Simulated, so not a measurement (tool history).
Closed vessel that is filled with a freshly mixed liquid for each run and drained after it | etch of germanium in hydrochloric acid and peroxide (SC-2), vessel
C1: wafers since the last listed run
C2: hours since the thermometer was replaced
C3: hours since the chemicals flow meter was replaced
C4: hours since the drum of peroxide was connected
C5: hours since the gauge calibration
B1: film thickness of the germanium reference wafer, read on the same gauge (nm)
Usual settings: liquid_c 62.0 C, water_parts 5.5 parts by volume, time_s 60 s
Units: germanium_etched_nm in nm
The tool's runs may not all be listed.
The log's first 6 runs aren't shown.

{"run": 7, "hour": 457.8, "liquid_c": 55.0, "water_parts": 5.5, "time_s": 75, "C1": 10195, "C2": 1099.4, "C3": 1552.5, "C4": 211.9, "C5": 227.1, "B1": 120.0, "germanium_etched_nm": 130.08}
{"run": 8, "hour": 502.9, "liquid_c": 62.0, "water_parts": 5.5, "time_s": 60, "C1": 4779, "C2": 1144.5, "C3": 1597.6, "C4": 257.0, "C5": 272.2, "B1": 120.01, "germanium_etched_nm": 129.44}
{"run": 9, "hour": 577.4, "liquid_c": 62.0, "water_parts": 5.5, "time_s": 60, "C1": 7895, "C2": 1219.0, "C3": 1672.1, "C4": 331.5, "C5": 346.7, "B1": 119.99, "germanium_etched_nm": 129.38}
{"run": 10, "hour": 684.8, "liquid_c": 62.0, "water_parts": 5.5, "time_s": 75, "C1": 11382, "C2": 1326.4, "C3": 1779.5, "C4": 438.9, "C5": 454.1, "B1": 120.02, "germanium_etched_nm": 162.62}
{"run": 11, "hour": 739.5, "liquid_c": 62.0, "water_parts": 5.5, "time_s": 60, "C1": 5797, "C2": 1381.1, "C3": 1834.2, "C4": 493.6, "C5": 508.8, "B1": 119.99, "germanium_etched_nm": 129.53}
{"run": 12, "hour": 776.9, "liquid_c": 62.0, "water_parts": 5.5, "time_s": 60, "C1": 3963, "C2": 1418.5, "C3": 1871.6, "C4": 531.0, "C5": 546.2, "B1": 120.02, "germanium_etched_nm": 130.46}
{"run": 13, "hour": 850.5, "liquid_c": 62.0, "water_parts": 5.5, "time_s": 60, "C1": 7800, "C2": 1492.1, "C3": 1945.2, "C4": 604.6, "C5": 619.8, "B1": 120.0, "germanium_etched_nm": 130.96}
{"run": 14, "hour": 904.3, "liquid_c": 67.5, "water_parts": 4.0, "time_s": 45, "C1": 5701, "C2": 1545.9, "C3": 1999.0, "C4": 658.4, "C5": 673.6, "B1": 119.98, "germanium_etched_nm": 116.14}
{"hour": 975.0, "done": "thermometer replaced"}
{"run": 15, "hour": 991.4, "liquid_c": 69.5, "water_parts": 7.0, "time_s": 30, "C1": 9124, "C2": 16.4, "C3": 2086.1, "C4": 745.5, "C5": 760.7, "B1": 120.02, "germanium_etched_nm": 76.42}
{"run": 16, "hour": 1072.3, "liquid_c": 55.0, "water_parts": 4.5, "time_s": 30, "C1": 8573, "C2": 97.3, "C3": 2167.0, "C4": 826.4, "C5": 841.6, "B1": 119.97, "germanium_etched_nm": 51.39}
{"run": 17, "hour": 1168.0, "liquid_c": 53.0, "water_parts": 6.5, "time_s": 35, "C1": 10142, "C2": 193.0, "C3": 2262.7, "C4": 922.1, "C5": 937.3, "B1": 120.02, "germanium_etched_nm": 55.22}
{"run": 18, "hour": 1240.7, "liquid_c": 66.5, "water_parts": 5.5, "time_s": 35, "C1": 7704, "C2": 265.7, "C3": 2335.4, "C4": 994.8, "C5": 1010.0, "B1": 120.01, "germanium_etched_nm": 83.55}
{"hour": 1272.7, "done": "chemicals flow meter replaced"}
{"run": 19, "hour": 1319.0, "liquid_c": 57.0, "water_parts": 6.5, "time_s": 60, "C1": 8192, "C2": 344.0, "C3": 46.3, "C4": 1073.1, "C5": 1088.3, "B1": 119.99, "germanium_etched_nm": 107.84}
{"hour": 1561.4, "done": "gauge calibrated"}
{"run": 20, "hour": 1590.6, "liquid_c": 62.0, "water_parts": 5.5, "time_s": 60, "C1": 28784, "C2": 615.6, "C3": 317.9, "C4": 1344.7, "C5": 29.2, "B1": 120.01, "germanium_etched_nm": 127.11}

Run 21 comes next. What will it give?
{"hour": 1605.0, "done": "new drum of peroxide connected"}
{"run": 21, "hour": 1664.3, "liquid_c": 69.5, "water_parts": 7.0, "time_s": 30, "C1": 7704, "C2": 689.3, "C3": 391.6, "C4": 59.3, "C5": 102.9, "B1": "?", "germanium_etched_nm": "?"}

B1: 120.02
germanium_etched_nm: 77.28 nm
Without the tool's hidden state the same run would have given germanium_etched_nm 75.80 nm.
